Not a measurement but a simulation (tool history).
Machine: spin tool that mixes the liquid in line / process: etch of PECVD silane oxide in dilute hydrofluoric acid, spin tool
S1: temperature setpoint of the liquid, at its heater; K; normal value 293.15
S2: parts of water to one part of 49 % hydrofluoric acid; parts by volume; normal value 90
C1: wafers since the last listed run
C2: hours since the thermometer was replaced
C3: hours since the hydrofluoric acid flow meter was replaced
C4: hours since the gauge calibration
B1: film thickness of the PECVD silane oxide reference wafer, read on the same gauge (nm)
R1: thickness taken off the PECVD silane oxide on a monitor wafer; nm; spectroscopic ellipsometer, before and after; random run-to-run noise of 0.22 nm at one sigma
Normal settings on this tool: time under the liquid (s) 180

Run 1, hour 0: usual settings; C1 0; C2 1819.6; C3 604.2; C4 1066.6; B1 150.01. Result: R1 31.18 nm.
Run 2, hour 48.8: usual settings; C1 474; C2 1868.4; C3 653; C4 1115.4; B1 150. Result: R1 31.4 nm.
Run 3, hour 156.7: usual settings; C1 1048; C2 1976.3; C3 760.9; C4 1223.3; B1 149.99. Result: R1 31.66 nm.
Run 4, hour 255.7: usual settings; C1 962; C2 2075.3; C3 859.9; C4 1322.3; B1 150. Result: R1 31.54 nm.
Run 5, hour 331.4: usual settings; C1 735; C2 2151; C3 935.6; C4 1398; B1 150. Result: R1 31.2 nm.
Run 6, hour 413.4: usual settings; C1 796; C2 2233; C3 1017.6; C4 1480; B1 149.97. Result: R1 31.71 nm.
Run 7, hour 459.5: usual settings; C1 448; C2 2279.1; C3 1063.7; C4 1526.1; B1 149.99. Result: R1 31.91 nm.
Run 8, hour 502.1: usual settings; C1 414; C2 2321.7; C3 1106.3; C4 1568.7; B1 149.98. Result: R1 31.84 nm.
Run 9, hour 606.3: usual settings; C1 1012; C2 2425.9; C3 1210.5; C4 1672.9; B1 150.01. Result: R1 31.94 nm.
Run 10, hour 712.6: usual settings; C1 1033; C2 2532.2; C3 1316.8; C4 1779.2; B1 149.98. Result: R1 31.85 nm.
Run 11, hour 766.8: usual settings but S2 70 parts by volume; C1 526; C2 2586.4; C3 1371; C4 1833.4; B1 149.97. Result: R1 42.42 nm.
At hour 801.7: gauge calibrated.
Run 12, hour 819.7: usual settings; C1 514; C2 2639.3; C3 1423.9; C4 18; B1 150.02. Result: R1 32.18 nm.
At hour 853.4: thermometer replaced.
Run 13, hour 918.1: usual settings; C1 946; C2 64.7; C3 1522.3; C4 116.4; B1 150.03. Result: R1 32.69 nm.
Run 14, hour 1023.3: usual settings but S2 55 parts by volume, time under the liquid (s) 265; C1 1022; C2 169.9; C3 1627.5; C4 221.6; B1 149.98. Result: R1 82.04 nm.
At hour 1030.2: hydrofluoric acid flow meter replaced.
Run 15, hour 1108: usual settings but S1 296.15 K, time under the liquid (s) 230; C1 813; C2 254.6; C3 77.8; C4 306.3; B1 150. Result: R1 43.34 nm.
Run 16, hour 1151: usual settings but S1 294.65 K, S2 60 parts by volume, time under the liquid (s) 215; C1 417; C2 297.6; C3 120.8; C4 349.3; B1 149.99. Result: R1 59.22 nm.
Run 17, hour 1236.1: usual settings but S1 291.15 K, time under the liquid (s) 285; C1 827; C2 382.7; C3 205.9; C4 434.4; B1 149.95. Result: R1 44.6 nm.
Run 18, hour 1327.7: usual settings but S1 298.15 K; C1 890; C2 474.3; C3 297.5; C4 526; B1 149.96. Result: R1 37.61 nm.
Run 19, hour 1366.3: usual settings but time under the liquid (s) 255; C1 375; C2 512.9; C3 336.1; C4 564.6; B1 150.02. Result: R1 43.03 nm.
Run 20, hour 1464.2: usual settings; C1 951; C2 610.8; C3 434; C4 662.5; B1 150. Result: R1 30.84 nm.
Run 21, hour 1502.4: usual settings but S1 290.15 K, time under the liquid (s) 90; C1 371; C2 649; C3 472.2; C4 700.7; B1 149.95. Result: R1 13.54 nm.
Run 22, hour 1601: usual settings but time under the liquid (s) 75; C1 958; C2 747.6; C3 570.8; C4 799.3; B1 150.03. Result: R1 12.84 nm.
Run 23, hour 1706: usual settings; C1 1020; C2 852.6; C3 675.8; C4 904.3; B1 150.02. Result: R1 31.18 nm.
Run 24, hour 1769.6: usual settings but S1 290.15 K, S2 135 parts by volume; C1 618; C2 916.2; C3 739.4; C4 967.9; B1 150.05. Result: R1 17.53 nm.
Run 25, hour 1808.5: usual settings but S2 115 parts by volume, time under the liquid (s) 285; C1 378; C2 955.1; C3 778.3; C4 1006.8; B1 149.98. Result: R1 37.99 nm.
Run 26, hour 1877.6: usual settings but S1 296.15 K, S2 110 parts by volume, time under the liquid (s) 145; C1 671; C2 1024.2; C3 847.4; C4 1075.9; B1 150.01. Result: R1 22.83 nm.
Run 27, hour 2104.4: usual settings but S1 298.15 K, S2 45 parts by volume, time under the liquid (s) 75; C1 2204; C2 1251; C3 1074.2; C4 1302.7; B1 150.04. Result: R1 33.89 nm.
Run 28, hour 2161: usual settings but S1 297.65 K, S2 55 parts by volume; C1 550; C2 1307.6; C3 1130.8; C4 1359.3; B1 150.02. Result: R1 65.1 nm.
Run 29, hour 2206.3: usual settings but S2 125 parts by volume; C1 440; C2 1352.9; C3 1176.1; C4 1404.6; B1 150. Result: R1 22.22 nm.
Run 30, hour 2268.1: usual settings; C1 600; C2 1414.7; C3 1237.9; C4 1466.4; B1 149.99. Result: R1 31.73 nm.
Run 31, hour 2311.8: usual settings but S1 290.65 K, S2 120 parts by volume, time under the liquid (s) 125; C1 424; C2 1458.4; C3 1281.6; C4 1510.1; B1 149.98. Result: R1 14.55 nm.
Run 32, hour 2394.4: usual settings but time under the liquid (s) 100; C1 802; C2 1541; C3 1364.2; C4 1592.7; B1 150.02. Result: R1 17.98 nm.
Run 33, hour 2460.4: usual settings but S1 290.15 K, time under the liquid (s) 140; C1 641; C2 1607; C3 1430.2; C4 1658.7; B1 150. Result: R1 22.27 nm.
Run 34, hour 2514.3: usual settings; C1 523; C2 1660.9; C3 1484.1; C4 1712.6; B1 150. Result: R1 32.41 nm.

For each entry between runs, how does the tool's hidden state at the last listed run before it compare with that at the first listed run after it?
Between runs 11 and 12: gauge calibrated (hour 801.7)
  hydrofluoric acid flow above the setpoint (%): 6.78 -> 7.02
  measured value less the no-hidden-state value, R1: +2.91 -> +2.31 nm
Between runs 12 and 13: thermometer replaced (hour 853.4)
  hydrofluoric acid flow above the setpoint (%): 7.02 -> 7.45
  measured value less the no-hidden-state value, R1: +2.31 -> +2.48 nm
Between runs 14 and 15: hydrofluoric acid flow meter replaced (hour 1030.2)
  hydrofluoric acid flow above the setpoint (%): 7.91 -> 0.815
  measured value less the no-hidden-state value, R1: +6.38 -> +0.39 nm

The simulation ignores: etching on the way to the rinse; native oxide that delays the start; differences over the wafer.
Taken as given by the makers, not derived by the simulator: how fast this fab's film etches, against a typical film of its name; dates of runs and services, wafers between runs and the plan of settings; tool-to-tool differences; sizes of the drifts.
